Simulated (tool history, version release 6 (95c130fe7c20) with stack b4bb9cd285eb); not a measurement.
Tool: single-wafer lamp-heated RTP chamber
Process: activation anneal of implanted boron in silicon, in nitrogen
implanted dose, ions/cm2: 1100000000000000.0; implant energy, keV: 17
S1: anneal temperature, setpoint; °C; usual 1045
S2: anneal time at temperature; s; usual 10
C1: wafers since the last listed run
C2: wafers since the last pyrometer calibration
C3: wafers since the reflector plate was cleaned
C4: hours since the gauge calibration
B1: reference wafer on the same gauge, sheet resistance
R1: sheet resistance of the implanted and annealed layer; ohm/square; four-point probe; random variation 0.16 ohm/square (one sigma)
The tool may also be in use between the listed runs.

| run | hour | S1 | S2 | C1 | C2 | C3 | C4 | B1 | R1 |
|---|---|---|---|---|---|---|---|---|---|
| 1 | 0 | 1045 | 10 | 0 | 6860 | 4708 | 1226 | 119.02 | 107.83 |
|  | 42.3 | pyrometer window cleaned and pyrometer calibrated |
| 2 | 55 | 1062 | 13 | 1124 | 303 | 5832 | 1281 | 118.98 | 107.61 |
| 3 | 230.9 | 1045 | 14 | 4207 | 4511 | 10040 | 1456.9 | 119.03 | 107.72 |
|  | 309.9 | reflector plate cleaned |
|  | 371.2 | pyrometer window cleaned and pyrometer calibrated |
| 4 | 429.6 | 1045 | 14 | 4370 | 1396 | 2672 | 1655.6 | 119.07 | 108.05 |
| 5 | 469.8 | 1045 | 10 | 961 | 2358 | 3633 | 1695.8 | 118.97 | 108.07 |
| 6 | 520.7 | 1045 | 10 | 1217 | 3575 | 4851 | 1746.7 | 119.03 | 108.11 |
|  | 541.4 | gauge calibrated |
| 7 | 548 | 1026 | 9 | 653 | 4228 | 5504 | 6.6 | 119.02 | 109.29 |
| 8 | 597.6 | 1026 | 9 | 1186 | 5415 | 6690 | 56.2 | 119.09 | 109.27 |
| 9 | 664.8 | 1045 | 10 | 1607 | 7022 | 8298 | 123.4 | 118.89 | 107.87 |
|  | 711.7 | pyrometer window cleaned and pyrometer calibrated |
| 10 | 722.1 | 1045 | 10 | 1179 | 249 | 9477 | 180.7 | 118.89 | 108.26 |
| 11 | 780.3 | 1045 | 10 | 1392 | 1641 | 10869 | 238.9 | 119.06 | 108.22 |
| 12 | 826 | 1057 | 7 | 1093 | 2734 | 11962 | 284.6 | 118.95 | 108.16 |
| 13 | 855.9 | 1057 | 7 | 715 | 3449 | 12677 | 314.5 | 119.07 | 108.01 |
| 14 | 917.2 | 1029 | 10 | 1466 | 4915 | 14144 | 375.8 | 119.01 | 108.86 |
|  | 936.4 | reflector plate cleaned |
| 15 | 946.5 | 1029 | 10 | 509 | 5425 | 240 | 405.1 | 118.94 | 109.07 |
| 16 | 1011.9 | 1045 | 10 | 1564 | 6989 | 1805 | 470.5 | 119.07 | 107.86 |
|  | 1049.9 | pyrometer window cleaned and pyrometer calibrated |
| 17 | 1079.8 | 1074 | 13 | 1432 | 714 | 3237 | 538.4 | 119 | 107.27 |
| 18 | 1132.4 | 1055 | 14 | 1258 | 1972 | 4496 | 591 | 118.94 | 107.45 |
| 19 | 1179.7 | 1045 | 10 | 1131 | 3103 | 5627 | 638.3 | 119 | 108.29 |
| 20 | 1205.4 | 1045 | 10 | 614 | 3718 | 6242 | 664 | 118.98 | 107.96 |
| 21 | 1235.5 | 1029 | 5 | 719 | 4438 | 6962 | 694.1 | 118.97 | 109.46 |
| 22 | 1307.4 | 1060 | 14 | 1719 | 6158 | 8682 | 766 | 118.94 | 107.37 |
| 23 | 1331.6 | 1070 | 7 | 578 | 6737 | 9260 | 790.2 | 119.02 | 107.82 |
| 24 | 1391.5 | 1056 | 15 | 1432 | 8170 | 10693 | 850.1 | 118.95 | 107.21 |
|  | 1420.5 | pyrometer window cleaned and pyrometer calibrated |
| 25 | 1460.9 | 1045 | 10 | 1468 | 967 | 12162 | 919.5 | 118.92 | 108.29 |
|  | 1503.8 | reflector plate cleaned |
| 26 | 1504.3 | 1075 | 4 | 846 | 1813 | 10 | 962.9 | 119.08 | 108.45 |
| 27 | 1545.9 | 1045 | 10 | 995 | 2808 | 1006 | 1004.5 | 119.11 | 108.05 |
| 28 | 1612.2 | 1045 | 10 | 1585 | 4394 | 2591 | 1070.8 | 118.93 | 108.1 |
| 29 | 1636.8 | 1020 | 12 | 588 | 4983 | 3180 | 1095.4 | 119.08 | 109.21 |
| 30 | 1681.3 | 1057 | 7 | 1064 | 6047 | 4244 | 1139.9 | 119.09 | 107.91 |
| 31 | 1750.1 | 1027 | 12 | 1645 | 7693 | 5890 | 1208.7 | 119.01 | 108.83 |

Forecast each of these 4 alternatives for the next run:
| A | 1750.5 | 1045 | 10 | 9 | 7702 | 5900 | 1209.1 | ? | ? |
| B | 1750.5 | 1037 | 12 | 9 | 7702 | 5900 | 1209.1 | ? | ? |
| C | 1750.5 | 1060 | 13 | 9 | 7702 | 5900 | 1209.1 | ? | ? |
| D | 1750.5 | 1036 | 15 | 9 | 7702 | 5900 | 1209.1 | ? | ? |

| run | B1 | R1 |
|---|---|---|
| A | 118.96 | 108.12 |
| B | 118.96 | 108.24 |
| C | 118.96 | 107.57 |
| D | 118.96 | 108.06 |
Without the tool's hidden state the same runs would have given:
| run | R1 |
|---|---|
| A | 108.7 |
| B | 109.1 |
| C | 107.85 |
| D | 108.92 |
